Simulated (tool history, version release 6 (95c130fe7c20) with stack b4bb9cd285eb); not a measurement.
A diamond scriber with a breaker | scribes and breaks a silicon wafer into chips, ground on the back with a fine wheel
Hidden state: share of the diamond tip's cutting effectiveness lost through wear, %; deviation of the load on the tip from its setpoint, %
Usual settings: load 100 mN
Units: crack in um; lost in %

run   hour  load  wafers since the last listed run  hours since the diamond tip was replaced  hours since the load on the tip was calibrated  incoming depth of the damage left on the back of the incoming wafer, um  crack   lost
  1      0   100                                 0                                     865.2                                          1160.1                                                                     1.71   7.99   7.03
  2   34.5   100                               147                                     899.7                                          1194.6                                                                     2.78   7.82  10.32
  3     53   100                                78                                     918.2                                          1213.1                                                                     2.19    7.9    9.7
  4   81.9   100                               123                                     947.1                                            1242                                                                     2.25   7.64  10.12
  5  115.7   118                               144                                     980.9                                          1275.8                                                                      2.3   8.59   3.04
  6  139.8   118                               102                                      1005                                          1299.9                                                                     1.68   8.63   1.93
  7  173.9   100                               145                                    1039.1                                            1334                                                                     2.79   7.73  12.06
  8  190.2   100                                69                                    1055.4                                          1350.3                                                                     1.53   7.74   8.76
     205.3  -- diamond tip replaced by a new one
  9  219.1    71                               114                                      13.8                                          1379.2                                                                     2.88   5.41  73.46

Run 10 comes next. What will it give?
     248.4  -- load on the tip recalibrated
     273.7  -- diamond tip replaced by a new one, repeated, since the last time left the tool worse
 10  298.4   122                               320                                      24.7                                              50                                                                     2.47      ?     ?

crack: 10.19 um
lost: 8.57 %
Without the tool's hidden state the same run would have given crack 10.25 um, lost 9.1 %.
